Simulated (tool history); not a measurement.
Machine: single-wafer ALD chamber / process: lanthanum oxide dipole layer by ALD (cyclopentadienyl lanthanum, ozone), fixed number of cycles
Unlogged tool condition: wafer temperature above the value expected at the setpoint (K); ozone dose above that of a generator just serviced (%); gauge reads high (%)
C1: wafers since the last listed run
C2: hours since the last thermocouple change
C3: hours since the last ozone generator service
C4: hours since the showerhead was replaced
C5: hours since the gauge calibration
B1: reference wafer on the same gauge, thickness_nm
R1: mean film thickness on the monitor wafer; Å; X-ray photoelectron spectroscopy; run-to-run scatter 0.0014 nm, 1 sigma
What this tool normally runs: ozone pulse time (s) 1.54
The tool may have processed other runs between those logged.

Run 1, hour 0: usual settings; C1 0; C2 1156.8; C3 463.9; C4 4191.9; C5 1408.9; B1 0.423. Result: R1 4.82 Å.
Run 2, hour 72.8: usual settings; C1 1458; C2 1229.6; C3 536.7; C4 4264.7; C5 1481.7; B1 0.423. Result: R1 4.8 Å.
Run 3, hour 109.9: usual settings; C1 743; C2 1266.7; C3 573.8; C4 4301.8; C5 1518.8; B1 0.423. Result: R1 4.84 Å.
Run 4, hour 169.1: usual settings; C1 1186; C2 1325.9; C3 633; C4 4361; C5 1578; B1 0.423. Result: R1 4.84 Å.
Run 5, hour 242.8: usual settings; C1 1476; C2 1399.6; C3 706.7; C4 4434.7; C5 1651.7; B1 0.422. Result: R1 4.81 Å.
Run 6, hour 312: usual settings; C1 1386; C2 1468.8; C3 775.9; C4 4503.9; C5 1720.9; B1 0.423. Result: R1 4.81 Å.
At hour 353.1: ozone generator serviced.
Run 7, hour 363: usual settings; C1 861; C2 1519.8; C3 9.9; C4 4554.9; C5 1771.9; B1 0.423. Result: R1 4.92 Å.
Run 8, hour 414.3: usual settings but ozone pulse time (s) 1.1; C1 1027; C2 1571.1; C3 61.2; C4 4606.2; C5 1823.2; B1 0.423. Result: R1 4.44 Å.
Run 9, hour 474.8: usual settings but ozone pulse time (s) 1.1; C1 1212; C2 1631.6; C3 121.7; C4 4666.7; C5 1883.7; B1 0.423. Result: R1 4.43 Å.
Run 10, hour 568.9: usual settings but ozone pulse time (s) 1.1; C1 1885; C2 1725.7; C3 215.8; C4 4760.8; C5 1977.8; B1 0.423. Result: R1 4.37 Å.
Run 11, hour 675.5: usual settings; C1 2135; C2 1832.3; C3 322.4; C4 4867.4; C5 2084.4; B1 0.423. Result: R1 4.83 Å.
At hour 722.4: showerhead replaced.
Run 12, hour 765.3: usual settings; C1 1638; C2 1922.1; C3 412.2; C4 42.9; C5 2174.2; B1 0.423. Result: R1 4.82 Å.
Run 13, hour 849.1: usual settings; C1 1678; C2 2005.9; C3 496; C4 126.7; C5 2258; B1 0.423. Result: R1 4.81 Å.
Run 14, hour 955.5: usual settings; C1 2131; C2 2112.3; C3 602.4; C4 233.1; C5 2364.4; B1 0.423. Result: R1 4.83 Å.
Run 15, hour 1058.3: usual settings; C1 2059; C2 2215.1; C3 705.2; C4 335.9; C5 2467.2; B1 0.424. Result: R1 4.79 Å.
At hour 1108.2: gauge calibrated.
Run 16, hour 1152.8: usual settings but ozone pulse time (s) 1.81; C1 1893; C2 2309.6; C3 799.7; C4 430.4; C5 44.6; B1 0.423. Result: R1 4.95 Å.
At hour 1194.3: ozone generator serviced.
Run 17, hour 1217.4: usual settings but ozone pulse time (s) 0.95; C1 1133; C2 2374.2; C3 23.1; C4 495; C5 109.2; B1 0.423. Result: R1 4.2 Å.
Run 18, hour 1287.3: usual settings but ozone pulse time (s) 2.05; C1 1400; C2 2444.1; C3 93; C4 564.9; C5 179.1; B1 0.423. Result: R1 5.05 Å.
Run 19, hour 1328.3: usual settings but ozone pulse time (s) 1.77; C1 821; C2 2485.1; C3 134; C4 605.9; C5 220.1; B1 0.423. Result: R1 5 Å.
Run 20, hour 1372.7: usual settings but ozone pulse time (s) 1.82; C1 889; C2 2529.5; C3 178.4; C4 650.3; C5 264.5; B1 0.423. Result: R1 4.99 Å.
Run 21, hour 1440.8: usual settings; C1 1364; C2 2597.6; C3 246.5; C4 718.4; C5 332.6; B1 0.423. Result: R1 4.85 Å.
Run 22, hour 1500.6: usual settings but ozone pulse time (s) 0.98; C1 1198; C2 2657.4; C3 306.3; C4 778.2; C5 392.4; B1 0.423. Result: R1 4.14 Å.

Forecast run 23:
At hour 1525.1: thermocouple changed; heater temperature recalibrated.
Run 23, hour 1582: usual settings; C1 1470; C2 56.9; C3 387.7; C4 859.6; C5 473.8; B1 ?. Result: R1 ?.

Run 23 came out at B1 0.423, R1 4.83 Å.
If the tool had no hidden condition, the same run with the same run-to-run variation would have returned R1 4.92 Å.

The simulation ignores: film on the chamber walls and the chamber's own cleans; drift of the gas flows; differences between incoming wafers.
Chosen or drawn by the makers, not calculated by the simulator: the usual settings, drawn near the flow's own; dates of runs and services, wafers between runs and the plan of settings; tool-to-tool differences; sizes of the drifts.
